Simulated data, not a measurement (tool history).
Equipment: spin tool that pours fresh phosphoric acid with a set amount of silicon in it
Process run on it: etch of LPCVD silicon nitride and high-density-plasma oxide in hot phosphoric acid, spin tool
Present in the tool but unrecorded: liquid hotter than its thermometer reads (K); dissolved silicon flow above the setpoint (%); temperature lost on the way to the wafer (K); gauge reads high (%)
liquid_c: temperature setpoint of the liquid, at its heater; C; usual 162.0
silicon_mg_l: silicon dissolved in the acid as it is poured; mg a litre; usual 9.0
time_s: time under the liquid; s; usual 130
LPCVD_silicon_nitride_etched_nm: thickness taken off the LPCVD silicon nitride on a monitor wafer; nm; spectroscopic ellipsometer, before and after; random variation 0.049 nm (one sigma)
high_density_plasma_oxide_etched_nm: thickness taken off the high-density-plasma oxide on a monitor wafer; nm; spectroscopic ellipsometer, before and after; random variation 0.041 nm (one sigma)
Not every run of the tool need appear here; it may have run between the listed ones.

run     day  liquid_c  silicon_mg_l  time_s  wafers since the last listed run  hours since the thermometer was replaced  hours since the dissolved silicon flow meter was replaced  hours since the heated supply line was repaired  hours since the gauge calibration  read-back film thickness of the LPCVD silicon nitride reference wafer, read on the same gauge (nm)  read-back film thickness of the high-density-plasma oxide reference wafer, read on the same gauge (nm)  LPCVD_silicon_nitride_etched_nm  high_density_plasma_oxide_etched_nm
  1   0.000     162.0           9.0     130                                 0                                     882.3                                                      181.3                                           2085.0                              162.6                                                                                               40.00                                                                                                  40.026                            12.84                                0.543
  2   1.204     162.0           9.0     130                               167                                     911.2                                                      210.2                                           2113.9                              191.5                                                                                               39.99                                                                                                  39.981                            12.85                                0.581
  3   1.821     162.0           9.0     130                                85                                     926.0                                                      225.0                                           2128.7                              206.3                                                                                               39.99                                                                                                  39.927                            12.92                                0.615
  4   3.000     162.0           9.0     130                               163                                     954.3                                                      253.3                                           2157.0                              234.6                                                                                               40.00                                                                                                  39.944                            12.91                                0.539
  5   3.846     162.0           9.0     130                               117                                     974.6                                                      273.6                                           2177.3                              254.9                                                                                               39.98                                                                                                  39.962                            12.86                                0.570
  6   4.454     162.0           9.0     130                                84                                     989.2                                                      288.2                                           2191.9                              269.5                                                                                               40.00                                                                                                  39.988                            12.85                                0.525
  7   5.433     162.0           9.0     130                               136                                    1012.7                                                      311.7                                           2215.4                              293.0                                                                                               40.00                                                                                                  39.976                            12.82                                0.550
  8   6.317     162.0           9.0     130                               122                                    1033.9                                                      332.9                                           2236.6                              314.2                                                                                               39.99                                                                                                  40.014                            12.88                                0.597
  9   7.054     162.0           4.5     130                               102                                    1051.6                                                      350.6                                           2254.3                              331.9                                                                                               40.01                                                                                                  39.971                            12.91                                0.649
 10   7.879     162.0           4.5     130                               114                                    1071.4                                                      370.4                                           2274.1                              351.7                                                                                               40.00                                                                                                  40.007                            12.85                                0.551
 11   9.033     162.0           9.0      95                               160                                    1099.1                                                      398.1                                           2301.8                              379.4                                                                                               40.00                                                                                                  40.024                             9.42                                0.389
     10.350  -- dissolved silicon flow meter replaced
 12  10.492     162.0           9.0     130                               196                                    1134.1                                                        3.4                                           2336.8                              414.4                                                                                               39.99                                                                                                  39.960                            12.80                                0.455
 13  11.312     160.5           9.0      55                               114                                    1153.8                                                       23.1                                           2356.5                              434.1                                                                                               40.00                                                                                                  39.966                             5.17                                0.207
 14  12.496     164.5           4.5      95                               164                                    1182.2                                                       51.5                                           2384.9                              462.5                                                                                               40.01                                                                                                  40.030                            10.20                                0.549
 15  13.496     162.0           9.0     130                               139                                    1206.2                                                       75.5                                           2408.9                              486.5                                                                                               40.00                                                                                                  39.999                            12.89                                0.535
 16  14.000     164.5          11.5     210                                70                                    1218.3                                                       87.6                                           2421.0                              498.6                                                                                               40.00                                                                                                  40.028                            22.50                                1.049
     14.012  -- gauge calibrated
     14.933  -- thermometer replaced
 17  15.083     164.5           5.5     205                               144                                       3.6                                                      113.6                                           2447.0                               25.7                                                                                               40.00                                                                                                  39.991                            20.92                                0.979
     15.158  -- heated supply line repaired
 18  15.900     159.0           9.0     185                               107                                      23.2                                                      133.2                                             17.8                               45.3                                                                                               40.01                                                                                                  39.995                            17.46                                0.620
 19  16.929     163.5           9.0     130                               143                                      47.9                                                      157.9                                             42.5                               70.0                                                                                               40.01                                                                                                  39.981                            14.30                                0.783
 20  17.554     162.0           9.0     130                                86                                      62.9                                                      172.9                                             57.5                               85.0                                                                                               40.00                                                                                                  39.944                            13.54                                0.585
 21  18.433     162.0           4.5     100                               122                                      84.0                                                      194.0                                             78.6                              106.1                                                                                               40.02                                                                                                  40.060                            10.43                                0.569
 22  19.600     159.5          15.5     130                               162                                     112.0                                                      222.0                                            106.6                              134.1                                                                                               40.01                                                                                                  40.002                            12.45                                0.432

Branching from run 22: 3 alternative next runs. What would each branch give?
  A  19.621     162.0           9.0     130                                 2                                     112.5                                                      222.5                                            107.1                              134.6                                                                                                   ?                                                                                                       ?                                ?                                    ?
  B  19.621     164.0           9.0     130                                 2                                     112.5                                                      222.5                                            107.1                              134.6                                                                                                   ?                                                                                                       ?                                ?                                    ?
  C  19.621     161.0          16.0     205                                 2                                     112.5                                                      222.5                                            107.1                              134.6                                                                                                   ?                                                                                                       ?                                ?                                    ?

run  read-back film thickness of the LPCVD silicon nitride reference wafer, read on the same gauge (nm)  read-back film thickness of the high-density-plasma oxide reference wafer, read on the same gauge (nm)  LPCVD_silicon_nitride_etched_nm  high_density_plasma_oxide_etched_nm
  A                                                                                               40.01                                                                                                  40.044                            13.56                                0.619
  B                                                                                               40.01                                                                                                  40.044                            14.49                                0.717
  C                                                                                               40.01                                                                                                  40.044                            20.68                                0.769
The same runs, with their run-to-run variation unchanged, on a tool lacking any hidden condition would have given:
run  LPCVD_silicon_nitride_etched_nm  high_density_plasma_oxide_etched_nm
  A                            13.68                                0.631
  B                            14.62                                0.730
  C                            20.86                                0.784
